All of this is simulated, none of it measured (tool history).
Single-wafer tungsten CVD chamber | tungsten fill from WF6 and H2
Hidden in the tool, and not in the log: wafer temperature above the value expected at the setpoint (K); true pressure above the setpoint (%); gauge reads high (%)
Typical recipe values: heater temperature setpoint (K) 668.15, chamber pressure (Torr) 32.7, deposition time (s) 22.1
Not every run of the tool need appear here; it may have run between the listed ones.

| run | hour | heater temperature setpoint (K) | chamber pressure (Torr) | deposition time (s) | wafers since the last listed run | hours since the last thermocouple change | hours since the last manometer calibration | hours since the showerhead was replaced | hours since the gauge calibration | read-back reference wafer on the same gauge, thickness_nm | mean film thickness on the monitor wafer (Å) |
|---|---|---|---|---|---|---|---|---|---|---|---|
| 1 | 0 | 658.15 | 28.8 | 22.1 | 0 | 1345.3 | 1105.4 | 7465.9 | 1063 | 50.987 | 426.18 |
| 2 | 56.8 | 659.15 | 32.7 | 22.1 | 1373 | 1402.1 | 1162.2 | 7522.7 | 1119.8 | 51.042 | 470.44 |
| 3 | 121.4 | 659.15 | 32.7 | 22.1 | 1562 | 1466.7 | 1226.8 | 7587.3 | 1184.4 | 50.996 | 468.82 |
| 4 | 176.6 | 658.15 | 39.1 | 22.1 | 1334 | 1521.9 | 1282 | 7642.5 | 1239.6 | 51.066 | 511.58 |
| 5 | 245.3 | 658.15 | 39.1 | 22.1 | 1661 | 1590.6 | 1350.7 | 7711.2 | 1308.3 | 51.07 | 511.91 |
| 6 | 451.4 | 668.15 | 32.7 | 22.1 | 4984 | 1796.7 | 1556.8 | 7917.3 | 1514.4 | 51.062 | 545.53 |
| 7 | 493.8 | 668.15 | 32.7 | 22.1 | 1025 | 1839.1 | 1599.2 | 7959.7 | 1556.8 | 51.022 | 540.1 |
| 8 | 537.5 | 668.15 | 32.7 | 22.1 | 1056 | 1882.8 | 1642.9 | 8003.4 | 1600.5 | 50.921 | 545.57 |
|  | 566.5 | gauge calibrated |
|  | 679.2 | thermocouple changed; heater temperature recalibrated |
| 9 | 726.3 | 668.15 | 35.1 | 22.1 | 4372 | 47.1 | 1831.7 | 8192.2 | 159.8 | 50.951 | 555.06 |
| 10 | 765.5 | 668.15 | 35.1 | 22.1 | 947 | 86.3 | 1870.9 | 8231.4 | 199 | 50.956 | 555.64 |
| 11 | 829.3 | 668.15 | 35.1 | 22.1 | 1542 | 150.1 | 1934.7 | 8295.2 | 262.8 | 51.052 | 555.8 |
| 12 | 871.4 | 668.15 | 32.7 | 22.1 | 1018 | 192.2 | 1976.8 | 8337.3 | 304.9 | 50.906 | 526.52 |
| 13 | 904.1 | 668.15 | 32.7 | 22.1 | 790 | 224.9 | 2009.5 | 8370 | 337.6 | 50.961 | 525.1 |
| 14 | 948.2 | 668.15 | 32.7 | 22.1 | 1066 | 269 | 2053.6 | 8414.1 | 381.7 | 50.996 | 527.21 |
| 15 | 988.9 | 668.15 | 32.7 | 22.1 | 984 | 309.7 | 2094.3 | 8454.8 | 422.4 | 50.995 | 530.85 |
| 16 | 1048 | 668.15 | 32.7 | 22.1 | 1429 | 368.8 | 2153.4 | 8513.9 | 481.5 | 50.915 | 528.3 |
|  | 1075.7 | thermocouple changed; heater temperature recalibrated, repeated, since the last time left the tool worse |
|  | 1098.7 | showerhead replaced |
| 17 | 1107.5 | 677.15 | 35.4 | 24.9 | 1051 | 31.8 | 2212.9 | 8.8 | 541 | 51.015 | 767.69 |
| 18 | 1146.6 | 663.15 | 25.5 | 19.5 | 945 | 70.9 | 2252 | 47.9 | 580.1 | 50.907 | 385.84 |
| 19 | 1189.4 | 668.15 | 32.7 | 22.1 | 1035 | 113.7 | 2294.8 | 90.7 | 622.9 | 50.923 | 559.83 |
| 20 | 1251 | 657.15 | 32.7 | 24.6 | 1489 | 175.3 | 2356.4 | 152.3 | 684.5 | 50.982 | 505.12 |
| 21 | 1292.6 | 663.15 | 32.7 | 26.4 | 1006 | 216.9 | 2398 | 193.9 | 726.1 | 51.014 | 611.41 |
| 22 | 1319.2 | 683.15 | 28.1 | 19.9 | 643 | 243.5 | 2424.6 | 220.5 | 752.7 | 50.93 | 591.25 |
|  | 1354.3 | capacitance manometer re-zeroed and calibrated |
| 23 | 1359.1 | 668.15 | 36 | 22.1 | 771 | 283.4 | 4.8 | 260.4 | 792.6 | 50.992 | 592.81 |
| 24 | 1388.5 | 655.15 | 25 | 22.1 | 710 | 312.8 | 34.2 | 289.8 | 822 | 51.077 | 366.81 |
| 25 | 1432.1 | 668.15 | 32.7 | 22.1 | 1054 | 356.4 | 77.8 | 333.4 | 865.6 | 50.977 | 554.38 |
| 26 | 1461.7 | 668.15 | 32.7 | 18.5 | 715 | 386 | 107.4 | 363 | 895.2 | 51.016 | 469.59 |
| 27 | 1508.8 | 668.15 | 25.2 | 18.8 | 1139 | 433.1 | 154.5 | 410.1 | 942.3 | 50.964 | 398.92 |
| 28 | 1538.9 | 674.15 | 32.7 | 22.1 | 727 | 463.2 | 184.6 | 440.2 | 972.4 | 50.936 | 617.28 |
| 29 | 1579.9 | 663.15 | 25.3 | 20.7 | 991 | 504.2 | 225.6 | 481.2 | 1013.4 | 51.079 | 402.56 |
| 30 | 1634.8 | 668.15 | 32.7 | 22.1 | 1327 | 559.1 | 280.5 | 536.1 | 1068.3 | 50.985 | 554.91 |
| 31 | 1693.1 | 668.15 | 40 | 22.1 | 1409 | 617.4 | 338.8 | 594.4 | 1126.6 | 50.958 | 623.14 |
| 32 | 1763.3 | 660.15 | 32.7 | 22.1 | 1697 | 687.6 | 409 | 664.6 | 1196.8 | 51.027 | 480.43 |

Below are 4 alternative next runs, each starting from the tool's condition after run 32. Predict each:
| A | 1763.7 | 668.15 | 32.7 | 22.1 | 9 | 688 | 409.4 | 665 | 1197.2 | ? | ? |
| B | 1763.7 | 668.15 | 25.3 | 22.1 | 9 | 688 | 409.4 | 665 | 1197.2 | ? | ? |
| C | 1763.7 | 679.15 | 32.7 | 22.1 | 9 | 688 | 409.4 | 665 | 1197.2 | ? | ? |
| D | 1763.7 | 668.15 | 36.6 | 24.1 | 9 | 688 | 409.4 | 665 | 1197.2 | ? | ? |

| run | read-back reference wafer on the same gauge, thickness_nm | mean film thickness on the monitor wafer (Å) |
|---|---|---|
| A | 50.95 | 550.9 |
| B | 50.95 | 465.94 |
| C | 50.95 | 664.33 |
| D | 50.95 | 643.35 |
Take away the tool's hidden state, keep each run's random variation, and the runs would have read:
| run | mean film thickness on the monitor wafer (Å) |
|---|---|
| A | 561.64 |
| B | 475.01 |
| C | 676.43 |
| D | 655.89 |

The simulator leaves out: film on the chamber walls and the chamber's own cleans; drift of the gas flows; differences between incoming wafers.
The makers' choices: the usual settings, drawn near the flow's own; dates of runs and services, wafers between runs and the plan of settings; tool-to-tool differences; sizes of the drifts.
